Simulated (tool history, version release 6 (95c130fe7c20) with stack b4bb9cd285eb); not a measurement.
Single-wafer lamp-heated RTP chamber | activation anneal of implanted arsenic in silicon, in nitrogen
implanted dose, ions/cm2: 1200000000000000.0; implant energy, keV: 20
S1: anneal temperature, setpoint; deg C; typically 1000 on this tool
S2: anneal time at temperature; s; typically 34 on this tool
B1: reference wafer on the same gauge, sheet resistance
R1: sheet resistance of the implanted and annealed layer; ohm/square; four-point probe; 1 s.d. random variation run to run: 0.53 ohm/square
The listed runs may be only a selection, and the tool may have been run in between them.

run	hour	S1	S2	B1	R1
1	0	1000	34	93.07	110.68
2	56	1000	34	92.99	111.2
3	119	1000	34	92.99	111.05
4	159.3	1000	34	93.03	110.62
5	199.7	1000	34	92.91	109.77
6	266.1	1000	34	93.01	109.05
7	321.5	1000	34	93.05	108.32
8	354.4	1000	34	93.06	107.59
9	401.8	979	34	93.06	114.34
10	467	1000	27	93.04	113.26
11	491.8	1000	27	92.98	112.28
12	552.2	1000	27	93.01	115.75
13	750.1	987	34	93.07	116.95
14	932.6	987	34	93.04	114.64
15	992.5	971	17	92.88	130.32
16	1057.9	1000	34	92.97	109.25
17	1127	1010	45	93.01	101.43
18	1162.7	1000	34	92.95	107.58
19	1233	1000	34	92.97	112.1
20	1287.3	1000	34	92.99	112.78
21	1346.9	1000	50	93.04	107.04
22	1412.1	1019	47	93.02	102.26
23	1480.6	975	44	93.02	117.27
24	1519.5	1000	34	93	112.45
25	1618.9	989	34	93.01	114.16
26	1672.4	987	17	93.04	123.78
27	1709.7	1000	18	93.1	117.59
28	1750.6	1000	34	93.01	109.02
29	1884.4	974	52	93.05	111.12
30	1945.6	1000	34	93.05	111.83
31	1973.4	983	53	93.01	110.97
32	2026.3	991	34	93	113.7
33	2060.1	1000	34	92.94	112.4
34	2116.2	1000	17	92.99	121.11
35	2146.2	1000	49	93.09	108.01
36	2191.2	982	16	92.99	129.64
37	2249.7	982	24	93.02	122.71
38	2306	1000	34	93.05	111.05

Withheld: 7 entries from between the runs. Position of each, and hidden state at the listed run before versus the listed run after:
Run 9 -> run 10: reflector plate cleaned (hour 412)
  true wafer temperature minus pyrometer reading, K: 8.29 -> 10.3; wafer temperature error from the tarnished reflector plate, K: 9.29 -> 0.509
  difference, measured minus the result without the unlogged condition, R1: -7.01 -> -3.89 ohm/square
Run 11 -> run 12: pyrometer window cleaned and pyrometer calibrated (hour 529)
  true wafer temperature minus pyrometer reading, K: 11.1 -> 0.587; wafer temperature error from the tarnished reflector plate, K: 0.54 -> 0.663
  difference, measured minus the result without the unlogged condition, R1: -4.16 -> -0.46 ohm/square
Run 18 -> run 19: reflector plate cleaned (hour 1217.4); pyrometer window cleaned and pyrometer calibrated (hour 1228.3)
  true wafer temperature minus pyrometer reading, K: 11.2 -> 2.12; wafer temperature error from the tarnished reflector plate, K: 5.7 -> 0.636
  difference, measured minus the result without the unlogged condition, R1: -5.72 -> -1 ohm/square
Run 25 -> run 26: gauge calibrated (hour 1668.3)
  true wafer temperature minus pyrometer reading, K: 6.15 -> 7.33; wafer temperature error from the tarnished reflector plate, K: 2.13 -> 2.55
  difference, measured minus the result without the unlogged condition, R1: -3.19 -> -3.98 ohm/square
Run 29 -> run 30: pyrometer window cleaned and pyrometer calibrated (hour 1943.8)
  true wafer temperature minus pyrometer reading, K: 13.5 -> 0.232; wafer temperature error from the tarnished reflector plate, K: 4.76 -> 5.55
  difference, measured minus the result without the unlogged condition, R1: -7.34 -> -2.08 ohm/square
Run 32 -> run 33: reflector plate cleaned (hour 2042.3)
  true wafer temperature minus pyrometer reading, K: 0.411 -> 0.589; wafer temperature error from the tarnished reflector plate, K: 6.7 -> 0.552
  difference, measured minus the result without the unlogged condition, R1: -2.71 -> -0.41 ohm/square
